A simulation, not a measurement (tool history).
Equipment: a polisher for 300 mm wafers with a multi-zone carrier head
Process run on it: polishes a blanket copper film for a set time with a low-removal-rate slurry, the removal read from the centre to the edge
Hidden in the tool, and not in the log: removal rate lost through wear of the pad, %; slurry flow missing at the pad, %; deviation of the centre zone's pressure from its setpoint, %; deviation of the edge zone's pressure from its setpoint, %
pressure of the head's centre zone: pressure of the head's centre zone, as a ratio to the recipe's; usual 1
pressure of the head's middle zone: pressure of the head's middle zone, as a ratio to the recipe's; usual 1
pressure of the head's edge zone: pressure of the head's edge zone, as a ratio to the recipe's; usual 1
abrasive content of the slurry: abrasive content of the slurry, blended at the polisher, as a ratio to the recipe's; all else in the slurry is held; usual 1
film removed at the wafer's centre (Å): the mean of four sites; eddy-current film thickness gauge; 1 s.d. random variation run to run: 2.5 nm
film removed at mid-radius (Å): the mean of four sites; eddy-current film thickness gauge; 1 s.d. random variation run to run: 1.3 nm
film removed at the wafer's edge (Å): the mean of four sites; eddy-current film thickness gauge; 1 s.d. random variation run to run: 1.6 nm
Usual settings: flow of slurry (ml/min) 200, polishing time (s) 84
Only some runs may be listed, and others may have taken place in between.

| run | day | flow of slurry (ml/min) | pressure of the head's centre zone | pressure of the head's middle zone | pressure of the head's edge zone | abrasive content of the slurry | polishing time (s) | wafers since the last listed run | wafers polished on this pad | hours since the slurry nozzle was cleaned | hours since the centre zone pressure was calibrated | hours since the edge zone pressure was calibrated | hours since the carrier head's membrane was replaced | incoming thickness of the incoming film, nm | film removed at the wafer's centre (Å) | film removed at mid-radius (Å) | film removed at the wafer's edge (Å) |
|---|---|---|---|---|---|---|---|---|---|---|---|---|---|---|---|---|---|
| 1 | 0 | 200 | 1 | 1.07 | 1 | 1.25 | 84 | 0 | 877 | 120.5 | 249.6 | 515.4 | 485 | 1102.8 | 2144 | 2354 | 2206 |
| 2 | 1.125 | 200 | 1 | 1.07 | 1 | 1.25 | 84 | 174 | 1052 | 147.5 | 276.6 | 542.4 | 512 | 1094.7 | 2174 | 2338 | 2196 |
|  | 2.929 | worn pad replaced by a new one |
| 3 | 2.962 | 200 | 1 | 1 | 1 | 1 | 84 | 259 | 5 | 191.6 | 320.7 | 586.5 | 556.1 | 1124.6 | 2060 | 2134 | 2107 |
| 4 | 5.642 | 200 | 1 | 1 | 1 | 1 | 84 | 415 | 421 | 255.9 | 385 | 650.8 | 620.4 | 1100 | 2054 | 2145 | 2108 |
| 5 | 7.304 | 200 | 1 | 1 | 1 | 1 | 84 | 257 | 679 | 295.8 | 424.9 | 690.7 | 660.3 | 1112.6 | 2109 | 2124 | 2089 |
|  | 7.696 | slurry nozzle cleaned |
| 6 | 9.496 | 200 | 1 | 1 | 1.08 | 1 | 84 | 333 | 1012 | 43.2 | 477.5 | 743.3 | 712.9 | 1093.2 | 2018 | 2137 | 2216 |
|  | 11.383 | worn pad replaced by a new one |
| 7 | 12.388 | 200 | 1 | 1 | 1.08 | 1 | 84 | 422 | 155 | 112.6 | 546.9 | 812.7 | 782.3 | 1119.5 | 2058 | 2133 | 2231 |
| 8 | 15.104 | 200 | 1 | 1 | 1.08 | 1 | 84 | 421 | 577 | 177.8 | 612.1 | 877.9 | 847.5 | 1096 | 2064 | 2124 | 2178 |
| 9 | 16.225 | 200 | 1 | 1 | 1 | 1 | 84 | 173 | 751 | 204.7 | 639 | 904.8 | 874.4 | 1103.7 | 2042 | 2140 | 2106 |
| 10 | 18.638 | 200 | 1 | 1 | 1 | 1 | 84 | 374 | 1125 | 262.6 | 696.9 | 962.7 | 932.3 | 1108.9 | 2070 | 2128 | 2094 |
|  | 21.496 | edge zone pressure recalibrated |
|  | 21.512 | worn pad replaced by a new one |
| 11 | 21.558 | 200 | 1 | 1 | 1 | 1 | 84 | 437 | 6 | 332.7 | 767 | 1.5 | 1002.4 | 1099.7 | 2051 | 2126 | 2134 |
|  | 22.517 | carrier head's membrane replaced by a new one |
| 12 | 22.6 | 145 | 1.07 | 1.05 | 0.91 | 1 | 84 | 129 | 136 | 357.7 | 792 | 26.5 | 2 | 1088.2 | 2040 | 2110 | 1994 |
|  | 22.771 | slurry nozzle cleaned |
| 13 | 24.062 | 255 | 0.93 | 1 | 1 | 1 | 84 | 220 | 356 | 31 | 827.1 | 61.6 | 37.1 | 1132.8 | 1914 | 2206 | 2153 |
|  | 32.183 | worn pad replaced by a new one |
| 14 | 32.617 | 200 | 1 | 1 | 1 | 1.15 | 84 | 1301 | 67 | 236.3 | 1032.4 | 266.9 | 242.4 | 1091.1 | 1967 | 2200 | 2194 |
| 15 | 34.925 | 200 | 0.97 | 0.93 | 1 | 1 | 84 | 358 | 425 | 291.7 | 1087.8 | 322.3 | 297.8 | 1094.3 | 1837 | 2011 | 2123 |
| 16 | 36.021 | 250 | 1.1 | 1 | 1 | 1.3 | 60 | 170 | 595 | 318 | 1114.1 | 348.6 | 324.1 | 1115.1 | 1640 | 1652 | 1629 |
|  | 36.658 | slurry nozzle cleaned |
|  | 37.333 | centre zone pressure recalibrated |
| 17 | 38.412 | 255 | 0.93 | 1 | 1 | 1 | 84 | 351 | 947 | 42.1 | 25.9 | 406 | 381.5 | 1122.1 | 2012 | 2214 | 2163 |
| 18 | 40.812 | 230 | 1.07 | 1 | 1 | 1 | 64 | 372 | 1319 | 99.7 | 83.5 | 463.6 | 439.1 | 1124.8 | 1767 | 1632 | 1608 |
|  | 42.304 | worn pad replaced by a new one |
| 19 | 42.821 | 200 | 0.94 | 1 | 1 | 1 | 84 | 285 | 80 | 147.9 | 131.7 | 511.8 | 487.3 | 1112.9 | 1995 | 2144 | 2116 |
| 20 | 44.221 | 200 | 1 | 1 | 1 | 1 | 84 | 217 | 297 | 181.5 | 165.3 | 545.4 | 520.9 | 1102.4 | 2039 | 2141 | 2105 |
| 21 | 46.846 | 240 | 0.94 | 1.11 | 1.07 | 1 | 84 | 407 | 704 | 244.5 | 228.3 | 608.4 | 583.9 | 1109.1 | 2029 | 2361 | 2211 |

Run 22 has not been measured yet. What should we expect?
| 22 | 48.767 | 200 | 1 | 1.07 | 0.9 | 1 | 84 | 298 | 1002 | 290.6 | 274.4 | 654.5 | 630 | 1107.4 | ? | ? | ? |

For run 22 the tool returned film removed at the wafer's centre (Å) 2117, film removed at mid-radius (Å) 2243, film removed at the wafer's edge (Å) 2010.
The same run, on a tool lacking any hidden state, would have yielded film removed at the wafer's centre (Å) 2141, film removed at mid-radius (Å) 2243, film removed at the wafer's edge (Å) 2010.
